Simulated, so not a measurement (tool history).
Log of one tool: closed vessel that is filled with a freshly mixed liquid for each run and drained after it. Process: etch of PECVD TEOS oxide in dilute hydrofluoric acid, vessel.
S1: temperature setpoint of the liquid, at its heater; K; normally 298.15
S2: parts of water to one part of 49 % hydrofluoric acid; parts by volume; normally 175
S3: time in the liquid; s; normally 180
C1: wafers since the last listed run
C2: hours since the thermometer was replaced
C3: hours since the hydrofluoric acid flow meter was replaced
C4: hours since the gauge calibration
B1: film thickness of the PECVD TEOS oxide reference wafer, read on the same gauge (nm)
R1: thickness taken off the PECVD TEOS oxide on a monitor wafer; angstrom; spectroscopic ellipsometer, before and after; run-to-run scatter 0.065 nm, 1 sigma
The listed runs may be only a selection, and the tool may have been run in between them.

run   hour      S1   S2   S3    C1      C2     C3     C4      B1     R1
  1    0.0  300.15  175  180     0  1967.3  824.1    9.3  129.99  173.9
  2   15.9  300.15  175  180  1581  1983.2  840.0   25.2  129.99  175.1
  3   29.2  298.15  175  180  1322  1996.5  853.3   38.5  130.01  162.6
  4   35.7  298.15  175  180   646  2003.0  859.8   45.0  129.99  162.1
  5   43.2  298.15  175  180   745  2010.5  867.3   52.5  130.00  163.1
  6   54.2  298.15  175  180  1093  2021.5  878.3   63.5  130.01  163.4
      63.7  -- hydrofluoric acid flow meter replaced
  7   68.7  294.65  175  180  1342  2036.0    5.0   78.0  130.01  126.8
  8   75.7  294.65  175  180   696  2043.0   12.0   85.0  129.99  125.8
  9   81.8  298.15  135  220   606  2049.1   18.1   91.1  130.03  241.1
 10   99.7  298.15  175  180  1780  2067.0   36.0  109.0  130.00  143.6
 11  117.0  298.15  175  180  1720  2084.3   53.3  126.3  130.00  145.1
 12  124.7  298.15  150  180   765  2092.0   61.0  134.0  130.01  174.5
     130.4  -- thermometer replaced
 13  131.7  298.15  175  180   596     1.3   68.0  141.0  130.00  145.8
     132.3  -- gauge calibrated
 14  142.8  301.15  175  280  1103    12.4   79.1   10.5  130.00  254.4
 15  152.2  298.15  175  180   934    21.8   88.5   19.9  129.98  146.5
 16  165.3  295.65  175  265  1302    34.9  101.6   33.0  130.00  196.1
 17  178.8  300.65  200   95  1342    48.4  115.1   46.5  130.00   72.4

Describe how what the log doesn't record of the tool's condition differs between the last listed run preceding each entry between runs and the first listed run following it.
From run 6 to run 7: hydrofluoric acid flow meter replaced (hour 63.7)
  hydrofluoric acid flow above the setpoint (%): 13.1 -> 2.05
  what was measured, less what the result would be without the hidden state, R1: +22.2 -> +3.0 angstrom
From run 12 to run 13: thermometer replaced (hour 130.4)
  hydrofluoric acid flow above the setpoint (%): 2.7 -> 2.78
  what was measured, less what the result would be without the hidden state, R1: +5.3 -> +4.7 angstrom
From run 13 to run 14: gauge calibrated (hour 132.3)
  hydrofluoric acid flow above the setpoint (%): 2.78 -> 2.91
  what was measured, less what the result would be without the hidden state, R1: +4.7 -> +8.7 angstrom
